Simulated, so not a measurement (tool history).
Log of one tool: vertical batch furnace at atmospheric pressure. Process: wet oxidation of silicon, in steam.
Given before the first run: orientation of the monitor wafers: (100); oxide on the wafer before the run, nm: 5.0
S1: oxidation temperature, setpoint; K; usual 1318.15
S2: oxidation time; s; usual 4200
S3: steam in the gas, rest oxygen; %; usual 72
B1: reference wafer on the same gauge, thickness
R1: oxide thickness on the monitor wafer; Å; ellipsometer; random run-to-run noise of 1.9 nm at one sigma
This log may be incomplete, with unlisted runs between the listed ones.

run,hour,S1,S2,S3,B1,R1
1,0,1318.15,4200,72,587.07,5140.2
2,58.9,1318.15,4200,72,587.23,5153.5
3,121.7,1318.15,4200,72,586.55,5175.7
4,183.2,1318.15,4200,72,587.57,5141.3
5,278.4,1318.15,4200,72,587.56,5160.7
6,386,1318.15,4200,63,586.95,4770.2
# hour 609.5: thermocouples replaced and temperature profile calibrated
7,698.1,1318.15,4200,72,587.62,5035.7
8,737.9,1318.15,4200,72,585.91,5082.6
9,815.8,1332.15,4650,72,587.65,5779.5
# hour 851.2: gauge calibrated
10,876,1318.15,4200,72,586.59,5099.5
11,935.9,1318.15,4200,72,587.51,5051.6
12,991.2,1335.15,4200,72,587.64,5518
13,1037.4,1297.15,4200,72,586.91,4502.8
14,1121.1,1343.15,4770,80,586.87,6588.6
15,1162.1,1332.15,5430,72,586.42,6405.1
16,1225,1318.15,4200,72,587.81,5102.2

Run 17 has not been measured yet. What should we expect?
17,1289.7,1302.15,4200,72,?,?

Run 17 came out at B1 586.78, R1 4658.9 Å.
On a tool with no hidden condition, and with the same random variation, this run would have come out at R1 4608.5 Å.
